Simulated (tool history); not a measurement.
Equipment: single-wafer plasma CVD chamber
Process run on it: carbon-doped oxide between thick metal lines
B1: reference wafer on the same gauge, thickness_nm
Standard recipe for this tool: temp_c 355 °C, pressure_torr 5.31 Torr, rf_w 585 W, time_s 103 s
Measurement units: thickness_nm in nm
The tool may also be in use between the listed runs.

{"run": 1, "hour": 0.0, "temp_c": 355, "pressure_torr": 5.31, "rf_w": 585, "time_s": 89, "B1": 432.902, "thickness_nm": 452.45}
{"run": 2, "hour": 59.4, "temp_c": 355, "pressure_torr": 5.31, "rf_w": 585, "time_s": 103, "B1": 433.803, "thickness_nm": 522.2}
{"run": 3, "hour": 117.8, "temp_c": 355, "pressure_torr": 5.31, "rf_w": 585, "time_s": 103, "B1": 432.354, "thickness_nm": 524.107}
{"hour": 208.7, "done": "gauge calibrated"}
{"hour": 313.6, "done": "thermocouple changed; heater temperature recalibrated"}
{"run": 4, "hour": 368.5, "temp_c": 355, "pressure_torr": 5.31, "rf_w": 585, "time_s": 103, "B1": 432.275, "thickness_nm": 520.42}
{"run": 5, "hour": 416.1, "temp_c": 363, "pressure_torr": 5.31, "rf_w": 585, "time_s": 103, "B1": 433.131, "thickness_nm": 511.231}
{"run": 6, "hour": 455.6, "temp_c": 363, "pressure_torr": 5.31, "rf_w": 585, "time_s": 103, "B1": 432.487, "thickness_nm": 509.746}
{"run": 7, "hour": 537.2, "temp_c": 355, "pressure_torr": 5.31, "rf_w": 585, "time_s": 103, "B1": 432.151, "thickness_nm": 513.771}
{"run": 8, "hour": 760.5, "temp_c": 355, "pressure_torr": 5.31, "rf_w": 520, "time_s": 103, "B1": 433.617, "thickness_nm": 479.231}
{"hour": 793.5, "done": "capacitance manometer re-zeroed and calibrated"}
{"run": 9, "hour": 850.4, "temp_c": 355, "pressure_torr": 5.31, "rf_w": 520, "time_s": 103, "B1": 431.78, "thickness_nm": 476.775}
{"run": 10, "hour": 895.1, "temp_c": 355, "pressure_torr": 5.31, "rf_w": 585, "time_s": 103, "B1": 432.896, "thickness_nm": 518.151}
{"run": 11, "hour": 964.3, "temp_c": 355, "pressure_torr": 5.31, "rf_w": 585, "time_s": 103, "B1": 433.205, "thickness_nm": 513.651}
{"run": 12, "hour": 1008.5, "temp_c": 365, "pressure_torr": 5.31, "rf_w": 585, "time_s": 103, "B1": 433.15, "thickness_nm": 501.55}
{"run": 13, "hour": 1065.3, "temp_c": 365, "pressure_torr": 5.31, "rf_w": 585, "time_s": 103, "B1": 432.869, "thickness_nm": 499.056}
{"run": 14, "hour": 1155.9, "temp_c": 365, "pressure_torr": 5.31, "rf_w": 585, "time_s": 103, "B1": 433.841, "thickness_nm": 499.041}
{"hour": 1241.1, "done": "RF generator calibrated"}
{"run": 15, "hour": 1243.2, "temp_c": 347, "pressure_torr": 5.31, "rf_w": 690, "time_s": 103, "B1": 433.43, "thickness_nm": 609.086}
{"run": 16, "hour": 1343.3, "temp_c": 345, "pressure_torr": 4.8, "rf_w": 585, "time_s": 83, "B1": 433.193, "thickness_nm": 440.038}
{"run": 17, "hour": 1383.7, "temp_c": 343, "pressure_torr": 4.19, "rf_w": 535, "time_s": 122, "B1": 433.606, "thickness_nm": 596.925}
{"run": 18, "hour": 1432.3, "temp_c": 360, "pressure_torr": 5.31, "rf_w": 585, "time_s": 110, "B1": 434.349, "thickness_nm": 558.913}
{"hour": 1635.3, "done": "gauge calibrated"}
{"run": 19, "hour": 1670.4, "temp_c": 348, "pressure_torr": 6.25, "rf_w": 525, "time_s": 110, "B1": 432.031, "thickness_nm": 545.48}
{"run": 20, "hour": 1737.0, "temp_c": 355, "pressure_torr": 5.31, "rf_w": 585, "time_s": 103, "B1": 432.977, "thickness_nm": 522.233}
{"hour": 1800.3, "done": "showerhead replaced"}
{"hour": 1884.9, "done": "thermocouple changed; heater temperature recalibrated"}
{"hour": 1919.7, "done": "capacitance manometer re-zeroed and calibrated"}
{"run": 21, "hour": 2044.2, "temp_c": 348, "pressure_torr": 5.76, "rf_w": 585, "time_s": 103, "B1": 433.177, "thickness_nm": 536.065}
{"run": 22, "hour": 2103.3, "temp_c": 347, "pressure_torr": 5.31, "rf_w": 690, "time_s": 103, "B1": 432.412, "thickness_nm": 586.718}
{"run": 23, "hour": 2151.8, "temp_c": 355, "pressure_torr": 6.12, "rf_w": 620, "time_s": 103, "B1": 432.975, "thickness_nm": 550.73}
{"run": 24, "hour": 2223.7, "temp_c": 355, "pressure_torr": 5.31, "rf_w": 585, "time_s": 103, "B1": 432.352, "thickness_nm": 515.644}
{"run": 25, "hour": 2302.6, "temp_c": 355, "pressure_torr": 5.31, "rf_w": 585, "time_s": 119, "B1": 433.172, "thickness_nm": 593.361}
{"run": 26, "hour": 2358.5, "temp_c": 355, "pressure_torr": 5.31, "rf_w": 585, "time_s": 103, "B1": 433.297, "thickness_nm": 514.034}
{"run": 27, "hour": 2424.5, "temp_c": 355, "pressure_torr": 5.31, "rf_w": 585, "time_s": 103, "B1": 433.372, "thickness_nm": 512.64}
{"run": 28, "hour": 2474.6, "temp_c": 355, "pressure_torr": 4.41, "rf_w": 615, "time_s": 103, "B1": 433.618, "thickness_nm": 510.333}

What would each run have given without the hidden state, its run-to-run variation left as it was?
The hidden state here: wafer temperature above the value expected at the setpoint (K); delivered RF power above the setpoint (%); true pressure above the setpoint (%); gauge reads high (%).
run=1 thickness_nm=464.728
run=2 thickness_nm=537.711
run=3 thickness_nm=540.888
run=4 thickness_nm=541.268
run=5 thickness_nm=532.346
run=6 thickness_nm=531.293
run=7 thickness_nm=536.424
run=8 thickness_nm=503.154
run=9 thickness_nm=501.188
run=10 thickness_nm=544.002
run=11 thickness_nm=539.688
run=12 thickness_nm=527.208
run=13 thickness_nm=524.865
run=14 thickness_nm=525.245
run=15 thickness_nm=610.559
run=16 thickness_nm=444.489
run=17 thickness_nm=604.879
run=18 thickness_nm=567.895
run=19 thickness_nm=561.706
run=20 thickness_nm=538.746
run=21 thickness_nm=558.475
run=22 thickness_nm=611.350
run=23 thickness_nm=575.093
run=24 thickness_nm=539.363
run=25 thickness_nm=621.553
run=26 thickness_nm=538.955
run=27 thickness_nm=538.027
run=28 thickness_nm=535.772
